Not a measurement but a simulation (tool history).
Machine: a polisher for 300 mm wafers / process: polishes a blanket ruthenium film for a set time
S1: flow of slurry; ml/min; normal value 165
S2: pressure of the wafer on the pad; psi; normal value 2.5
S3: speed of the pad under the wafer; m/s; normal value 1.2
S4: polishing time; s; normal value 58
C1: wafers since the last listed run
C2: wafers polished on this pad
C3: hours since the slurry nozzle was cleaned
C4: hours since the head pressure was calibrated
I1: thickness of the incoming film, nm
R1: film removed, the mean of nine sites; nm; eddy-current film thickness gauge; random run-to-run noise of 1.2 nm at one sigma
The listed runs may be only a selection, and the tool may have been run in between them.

| run | hour | S1 | S2 | S3 | S4 | C1 | C2 | C3 | C4 | I1 | R1 |
|---|---|---|---|---|---|---|---|---|---|---|---|
| 1 | 0 | 165 | 2.5 | 1.3 | 58 | 0 | 564 | 350 | 1019 | 524.2 | 87.5 |
| 2 | 23 | 165 | 2.5 | 1.3 | 58 | 228 | 792 | 373 | 1042 | 518.6 | 86.5 |
| 3 | 42.9 | 165 | 2.5 | 1.3 | 58 | 197 | 989 | 392.9 | 1061.9 | 524.3 | 81.5 |
|  | 53.8 | worn pad replaced by a new one |
| 4 | 64.4 | 165 | 2.5 | 1.2 | 45 | 173 | 104 | 414.4 | 1083.4 | 514.8 | 65.6 |
| 5 | 85.9 | 165 | 2.5 | 1.2 | 45 | 213 | 317 | 435.9 | 1104.9 | 517.5 | 62.9 |
| 6 | 110.8 | 165 | 2.5 | 1.2 | 45 | 246 | 564 | 460.8 | 1129.8 | 521.3 | 61.8 |
| 7 | 136.2 | 165 | 2 | 1.2 | 58 | 251 | 816 | 486.2 | 1155.2 | 517.2 | 60.6 |
| 8 | 149.8 | 165 | 2.5 | 1.2 | 58 | 134 | 951 | 499.8 | 1168.8 | 525.5 | 75.8 |
|  | 167.6 | worn pad replaced by a new one |
|  | 180.1 | head pressure recalibrated |
| 9 | 185.4 | 165 | 2.5 | 1.2 | 58 | 293 | 157 | 535.4 | 5.3 | 524 | 80.7 |
| 10 | 202.5 | 200 | 2.5 | 1.2 | 51 | 169 | 326 | 552.5 | 22.4 | 516.9 | 74.4 |
| 11 | 216.2 | 130 | 1.9 | 1.2 | 58 | 135 | 462 | 566.2 | 36.1 | 522.8 | 59 |
|  | 222.3 | slurry nozzle cleaned |
| 12 | 246.5 | 205 | 2.5 | 1.38 | 58 | 290 | 752 | 24.2 | 66.4 | 525.4 | 101.1 |
| 13 | 263.1 | 165 | 2.5 | 0.84 | 58 | 164 | 917 | 40.8 | 83 | 518 | 59 |
|  | 288.8 | worn pad replaced by a new one |
| 14 | 289.3 | 165 | 2.5 | 0.9 | 58 | 220 | 5 | 67 | 109.2 | 523.3 | 70.6 |
| 15 | 314.8 | 205 | 2 | 1.4 | 71 | 252 | 258 | 92.5 | 134.7 | 524.1 | 104.3 |
| 16 | 329.7 | 185 | 2.5 | 1.34 | 58 | 147 | 405 | 107.4 | 149.6 | 524.2 | 99.3 |
| 17 | 348.8 | 145 | 2.5 | 1.2 | 58 | 189 | 595 | 126.5 | 168.7 | 520.7 | 84.3 |
| 18 | 378.3 | 165 | 2.5 | 1.2 | 58 | 292 | 887 | 156 | 198.2 | 513 | 82.2 |
| 19 | 401.9 | 165 | 2.5 | 1.2 | 58 | 233 | 1121 | 179.6 | 221.8 | 526.2 | 79.9 |

Some steps in R1, run to run, broken into two amounts with sign: the step expected even without the hidden condition (settings, incoming material, random variation), and the rest, left for the hidden condition together with whatever gauge scatter is not in both the measured and the hidden-condition-free result:
The hidden state here: removal rate lost through wear of the pad, %; slurry flow missing at the pad, %; deviation of the head's pressure from its setpoint, %.
Run 3 -> 4: S3 1.3 -> 1.2, S4 58 -> 45, worn pad replaced by a new one. R1 -15.9 nm: hidden state +10.8, all else -26.7.
Run 11 -> 12: S1 130 -> 205, S2 1.9 -> 2.5, S3 1.2 -> 1.38, slurry nozzle cleaned. R1 +42.1 nm: hidden state +1.8, all else +40.3.
